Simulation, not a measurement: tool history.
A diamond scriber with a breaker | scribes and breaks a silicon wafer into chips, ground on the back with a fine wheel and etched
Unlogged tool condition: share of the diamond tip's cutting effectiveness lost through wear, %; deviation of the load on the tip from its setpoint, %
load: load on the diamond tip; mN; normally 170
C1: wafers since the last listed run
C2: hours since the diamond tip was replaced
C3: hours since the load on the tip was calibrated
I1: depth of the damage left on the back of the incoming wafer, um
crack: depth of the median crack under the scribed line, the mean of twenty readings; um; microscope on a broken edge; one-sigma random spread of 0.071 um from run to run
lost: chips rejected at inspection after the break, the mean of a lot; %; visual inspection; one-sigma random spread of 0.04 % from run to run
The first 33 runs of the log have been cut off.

run 34 hour=470.4 | load=170 | C1=17 C2=238.6 C3=97.3 | I1=0.73 | crack=7.31 lost=2.56
run 35 hour=481.3 | load=170 | C1=15 C2=249.5 C3=108.2 | I1=0.34 | crack=7.45 lost=2.50
run 36 hour=487.3 | load=211 | C1=8 C2=255.5 C3=114.2 | I1=0.44 | crack=8.90 lost=1.47
run 37 hour=494.0 | load=199 | C1=9 C2=262.2 C3=120.9 | I1=0.59 | crack=8.47 lost=0.91
run 38 hour=504.8 | load=154 | C1=15 C2=273.0 C3=131.7 | I1=0.55 | crack=6.59 lost=5.88
run 39 hour=515.2 | load=133 | C1=15 C2=283.4 C3=142.1 | I1=0.55 | crack=5.87 lost=16.33
run 40 hour=526.0 | load=203 | C1=15 C2=294.2 C3=152.9 | I1=0.33 | crack=8.58 lost=0.99
run 41 hour=551.6 | load=189 | C1=37 C2=319.8 C3=178.5 | I1=0.39 | crack=7.82 lost=1.16
run 42 hour=558.6 | load=187 | C1=10 C2=326.8 C3=185.5 | I1=0.48 | crack=7.83 lost=1.19
run 43 hour=571.9 | load=140 | C1=19 C2=340.1 C3=198.8 | I1=0.53 | crack=5.94 lost=13.02

Forecast each of these 3 alternatives for the next run:
run A hour=572.6 | load=170 | C1=1 C2=340.8 C3=199.5 | I1=0.36 | crack=? lost=?
run B hour=572.6 | load=156 | C1=1 C2=340.8 C3=199.5 | I1=0.36 | crack=? lost=?
run C hour=572.6 | load=193 | C1=1 C2=340.8 C3=199.5 | I1=0.36 | crack=? lost=?

run=A crack=7.17 lost=3.24
run=B crack=6.61 lost=6.54
run=C crack=8.04 lost=0.98
Without the tool's unlogged condition, the same runs would have read:
run=A crack=8.27 lost=0.89
run=B crack=7.63 lost=1.65
run=C crack=9.28 lost=2.41

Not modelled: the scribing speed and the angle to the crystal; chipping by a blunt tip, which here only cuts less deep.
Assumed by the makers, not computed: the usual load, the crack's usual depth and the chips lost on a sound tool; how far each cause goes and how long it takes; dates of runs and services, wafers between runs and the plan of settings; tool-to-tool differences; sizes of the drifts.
